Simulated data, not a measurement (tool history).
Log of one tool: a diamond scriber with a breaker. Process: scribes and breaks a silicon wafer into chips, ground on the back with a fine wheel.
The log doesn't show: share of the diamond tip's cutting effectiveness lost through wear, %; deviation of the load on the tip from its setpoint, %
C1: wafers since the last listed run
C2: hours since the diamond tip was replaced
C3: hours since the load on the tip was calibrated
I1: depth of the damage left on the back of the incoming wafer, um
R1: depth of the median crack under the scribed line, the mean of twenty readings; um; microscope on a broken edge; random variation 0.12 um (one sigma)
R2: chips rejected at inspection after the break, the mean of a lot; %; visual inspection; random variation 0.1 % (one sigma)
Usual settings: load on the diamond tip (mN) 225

{"run": 1, "hour": 0.0, "load on the diamond tip (mN)": 225, "C1": 0, "C2": 860.7, "C3": 212.9, "I1": 2.49, "R1": 11.19, "R2": 2.38}
{"hour": 61.8, "done": "diamond tip replaced by a new one"}
{"run": 2, "hour": 77.5, "load on the diamond tip (mN)": 225, "C1": 185, "C2": 15.7, "C3": 290.4, "I1": 2.42, "R1": 11.38, "R2": 2.35}
{"run": 3, "hour": 122.3, "load on the diamond tip (mN)": 225, "C1": 109, "C2": 60.5, "C3": 335.2, "I1": 2.62, "R1": 11.09, "R2": 2.42}
{"run": 4, "hour": 192.6, "load on the diamond tip (mN)": 225, "C1": 172, "C2": 130.8, "C3": 405.5, "I1": 1.84, "R1": 11.28, "R2": 2.0}
{"run": 5, "hour": 233.6, "load on the diamond tip (mN)": 225, "C1": 100, "C2": 171.8, "C3": 446.5, "I1": 1.86, "R1": 11.28, "R2": 1.99}
{"run": 6, "hour": 283.3, "load on the diamond tip (mN)": 247, "C1": 121, "C2": 221.5, "C3": 496.2, "I1": 2.55, "R1": 11.96, "R2": 4.11}
{"run": 7, "hour": 384.0, "load on the diamond tip (mN)": 225, "C1": 246, "C2": 322.2, "C3": 596.9, "I1": 2.16, "R1": 11.28, "R2": 2.02}
{"run": 8, "hour": 429.2, "load on the diamond tip (mN)": 225, "C1": 110, "C2": 367.4, "C3": 642.1, "I1": 2.66, "R1": 11.35, "R2": 2.66}
{"run": 9, "hour": 534.7, "load on the diamond tip (mN)": 225, "C1": 258, "C2": 472.9, "C3": 747.6, "I1": 2.08, "R1": 11.33, "R2": 1.79}
{"run": 10, "hour": 634.2, "load on the diamond tip (mN)": 225, "C1": 244, "C2": 572.4, "C3": 847.1, "I1": 2.81, "R1": 11.32, "R2": 2.99}
{"hour": 645.6, "done": "load on the tip recalibrated"}
{"run": 11, "hour": 680.4, "load on the diamond tip (mN)": 225, "C1": 108, "C2": 618.6, "C3": 34.8, "I1": 1.98, "R1": 11.17, "R2": 1.97}
{"run": 12, "hour": 868.8, "load on the diamond tip (mN)": 225, "C1": 462, "C2": 807.0, "C3": 223.2, "I1": 2.2, "R1": 11.32, "R2": 2.23}
{"run": 13, "hour": 940.1, "load on the diamond tip (mN)": 225, "C1": 174, "C2": 878.3, "C3": 294.5, "I1": 2.13, "R1": 11.08, "R2": 2.07}
{"run": 14, "hour": 1030.3, "load on the diamond tip (mN)": 225, "C1": 221, "C2": 968.5, "C3": 384.7, "I1": 2.04, "R1": 11.22, "R2": 1.98}
{"hour": 1054.3, "done": "diamond tip replaced by a new one"}
{"run": 15, "hour": 1105.1, "load on the diamond tip (mN)": 225, "C1": 178, "C2": 50.8, "C3": 459.5, "I1": 1.98, "R1": 11.41, "R2": 1.97}
{"run": 16, "hour": 1194.3, "load on the diamond tip (mN)": 225, "C1": 218, "C2": 140.0, "C3": 548.7, "I1": 2.1, "R1": 11.14, "R2": 1.93}
{"run": 17, "hour": 1276.1, "load on the diamond tip (mN)": 225, "C1": 200, "C2": 221.8, "C3": 630.5, "I1": 2.51, "R1": 10.96, "R2": 2.41}
{"run": 18, "hour": 1371.2, "load on the diamond tip (mN)": 225, "C1": 233, "C2": 316.9, "C3": 725.6, "I1": 2.85, "R1": 11.23, "R2": 2.73}
{"run": 19, "hour": 1472.0, "load on the diamond tip (mN)": 210, "C1": 247, "C2": 417.7, "C3": 826.4, "I1": 1.89, "R1": 10.61, "R2": 3.08}
{"hour": 1494.8, "done": "load on the tip recalibrated"}
{"run": 20, "hour": 1525.6, "load on the diamond tip (mN)": 207, "C1": 126, "C2": 471.3, "C3": 30.8, "I1": 2.69, "R1": 10.53, "R2": 4.36}
{"run": 21, "hour": 1595.0, "load on the diamond tip (mN)": 274, "C1": 170, "C2": 540.7, "C3": 100.2, "I1": 2.21, "R1": 13.43, "R2": 9.58}
{"run": 22, "hour": 1680.4, "load on the diamond tip (mN)": 266, "C1": 209, "C2": 626.1, "C3": 185.6, "I1": 2.6, "R1": 12.83, "R2": 9.06}
{"run": 23, "hour": 1773.8, "load on the diamond tip (mN)": 201, "C1": 229, "C2": 719.5, "C3": 279.0, "I1": 1.71, "R1": 10.38, "R2": 4.6}
{"run": 24, "hour": 1868.9, "load on the diamond tip (mN)": 225, "C1": 233, "C2": 814.6, "C3": 374.1, "I1": 1.61, "R1": 11.3, "R2": 1.78}
{"run": 25, "hour": 1927.5, "load on the diamond tip (mN)": 259, "C1": 143, "C2": 873.2, "C3": 432.7, "I1": 1.89, "R1": 12.67, "R2": 6.19}
{"hour": 1993.8, "done": "diamond tip replaced by a new one"}
{"run": 26, "hour": 2029.5, "load on the diamond tip (mN)": 270, "C1": 245, "C2": 35.7, "C3": 534.7, "I1": 2.58, "R1": 13.0, "R2": 8.98}
{"run": 27, "hour": 2098.7, "load on the diamond tip (mN)": 225, "C1": 169, "C2": 104.9, "C3": 603.9, "I1": 2.56, "R1": 11.17, "R2": 2.59}
{"run": 28, "hour": 2136.1, "load on the diamond tip (mN)": 248, "C1": 91, "C2": 142.3, "C3": 641.3, "I1": 1.68, "R1": 12.34, "R2": 3.84}
{"run": 29, "hour": 2219.8, "load on the diamond tip (mN)": 169, "C1": 205, "C2": 226.0, "C3": 725.0, "I1": 1.65, "R1": 8.93, "R2": 18.65}
{"run": 30, "hour": 2258.1, "load on the diamond tip (mN)": 254, "C1": 93, "C2": 264.3, "C3": 763.3, "I1": 1.65, "R1": 12.15, "R2": 4.86}
{"run": 31, "hour": 2301.6, "load on the diamond tip (mN)": 171, "C1": 106, "C2": 307.8, "C3": 806.8, "I1": 1.83, "R1": 9.06, "R2": 18.45}
{"hour": 2306.2, "done": "load on the tip recalibrated"}
{"run": 32, "hour": 2386.4, "load on the diamond tip (mN)": 202, "C1": 203, "C2": 392.6, "C3": 80.2, "I1": 2.91, "R1": 10.29, "R2": 5.67}
{"run": 33, "hour": 2427.5, "load on the diamond tip (mN)": 293, "C1": 100, "C2": 433.7, "C3": 121.3, "I1": 2.46, "R1": 13.83, "R2": 15.81}
{"run": 34, "hour": 2481.6, "load on the diamond tip (mN)": 165, "C1": 132, "C2": 487.8, "C3": 175.4, "I1": 2.27, "R1": 8.7, "R2": 25.39}
{"run": 35, "hour": 2545.8, "load on the diamond tip (mN)": 204, "C1": 157, "C2": 552.0, "C3": 239.6, "I1": 1.61, "R1": 10.39, "R2": 3.81}
{"run": 36, "hour": 2642.6, "load on the diamond tip (mN)": 259, "C1": 237, "C2": 648.8, "C3": 336.4, "I1": 2.04, "R1": 12.42, "R2": 5.97}
{"run": 37, "hour": 2839.6, "load on the diamond tip (mN)": 256, "C1": 483, "C2": 845.8, "C3": 533.4, "I1": 1.76, "R1": 12.41, "R2": 5.24}
{"hour": 2863.2, "done": "diamond tip replaced by a new one"}
{"run": 38, "hour": 2941.0, "load on the diamond tip (mN)": 225, "C1": 243, "C2": 77.8, "C3": 634.8, "I1": 1.83, "R1": 11.07, "R2": 1.76}
{"run": 39, "hour": 3016.9, "load on the diamond tip (mN)": 164, "C1": 186, "C2": 153.7, "C3": 710.7, "I1": 2.71, "R1": 8.63, "R2": 24.34}
{"run": 40, "hour": 3099.2, "load on the diamond tip (mN)": 192, "C1": 201, "C2": 236.0, "C3": 793.0, "I1": 2.87, "R1": 9.9, "R2": 9.57}
{"run": 41, "hour": 3190.9, "load on the diamond tip (mN)": 178, "C1": 224, "C2": 327.7, "C3": 884.7, "I1": 2.85, "R1": 9.19, "R2": 15.79}
{"hour": 3240.3, "done": "load on the tip recalibrated"}
{"run": 42, "hour": 3286.7, "load on the diamond tip (mN)": 253, "C1": 230, "C2": 423.5, "C3": 46.4, "I1": 1.9, "R1": 12.45, "R2": 4.85}

3 ways to go on from here, each from the tool as it stands after run 42. What would each give?
{"run": "A", "hour": 3287.4, "load on the diamond tip (mN)": 251, "C1": 1, "C2": 424.2, "C3": 47.1, "I1": 1.65, "R1": "?", "R2": "?"}
{"run": "B", "hour": 3287.4, "load on the diamond tip (mN)": 262, "C1": 1, "C2": 424.2, "C3": 47.1, "I1": 1.65, "R1": "?", "R2": "?"}
{"run": "C", "hour": 3287.4, "load on the diamond tip (mN)": 197, "C1": 1, "C2": 424.2, "C3": 47.1, "I1": 1.65, "R1": "?", "R2": "?"}

run=A R1=12.47 R2=4.25
run=B R1=12.90 R2=6.56
run=C R1=10.27 R2=5.81
Without the tool's hidden state the same runs would have given:
run=A R1=12.47 R2=4.25
run=B R1=12.90 R2=6.56
run=C R1=10.27 R2=5.81
